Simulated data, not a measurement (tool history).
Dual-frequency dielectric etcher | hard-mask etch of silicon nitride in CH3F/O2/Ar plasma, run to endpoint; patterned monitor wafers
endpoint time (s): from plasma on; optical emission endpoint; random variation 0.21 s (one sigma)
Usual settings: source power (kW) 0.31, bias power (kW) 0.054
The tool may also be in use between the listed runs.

run	hour	source power (kW)	bias power (kW)	wafers since the last listed run	hours since the last wet clean	hours since the last source power generator calibration	hours since the last bias power generator calibration	hours since the last upper electrode change	incoming incoming film thickness, nm	endpoint time (s)
1	0	0.36	0.054	0	442.2	1557	3699.9	5359.3	33.44	56.2
2	52.5	0.36	0.054	596	494.7	1609.5	3752.4	5411.8	33.74	56.6
3	127.8	0.36	0.054	855	570	1684.8	3827.7	5487.1	33.76	56.8
4	180.3	0.35	0.064	596	622.5	1737.3	3880.2	5539.6	33.53	52.2
# hour 254.2: wet clean of the chamber
5	264.5	0.31	0.064	684	10.3	1821.5	3964.4	5623.8	33.49	54.3
6	330.1	0.31	0.054	745	75.9	1887.1	4030	5689.4	33.47	59.2
7	436.3	0.34	0.063	1206	182.1	1993.3	4136.2	5795.6	33.08	52.2
8	519.2	0.34	0.063	941	265	2076.2	4219.1	5878.5	33.31	53.1
9	600.7	0.31	0.054	926	346.5	2157.7	4300.6	5960	33.62	59.3
10	669.8	0.31	0.054	785	415.6	2226.8	4369.7	6029.1	33.49	58.8
11	725.5	0.31	0.054	632	471.3	2282.5	4425.4	6084.8	33.61	59.4
12	793.3	0.31	0.054	770	539.1	2350.3	4493.2	6152.6	33.57	59.3
# hour 798.3: bias power generator calibrated
# hour 856.4: wet clean of the chamber
13	874.2	0.31	0.054	601	17.8	2431.2	75.9	6233.5	33.44	57.8
# hour 903.5: upper electrode replaced
14	976.1	0.33	0.064	885	119.7	2533.1	177.8	72.6	33.42	51.7
# hour 1030.4: source power generator calibrated
15	1049.5	0.26	0.054	788	193.1	19.1	251.2	146	33.64	62.2
16	1129.9	0.25	0.068	913	273.5	99.5	331.6	226.4	33.64	56
17	1229.2	0.31	0.049	1128	372.8	198.8	430.9	325.7	33.77	62
18	1315.8	0.24	0.054	983	459.4	285.4	517.5	412.3	33.31	63.4
19	1379.3	0.27	0.054	721	522.9	348.9	581	475.8	33.87	62.2

Forecast run 20:
# hour 1439.6: wet clean of the chamber
20	1440.1	0.34	0.046	418	0.5	409.7	641.8	536.6	33.57	?

{"run 20": {"endpoint time (s)": 61.4}}
Without the tool's hidden state the same run would have given endpoint time (s) 61.3.
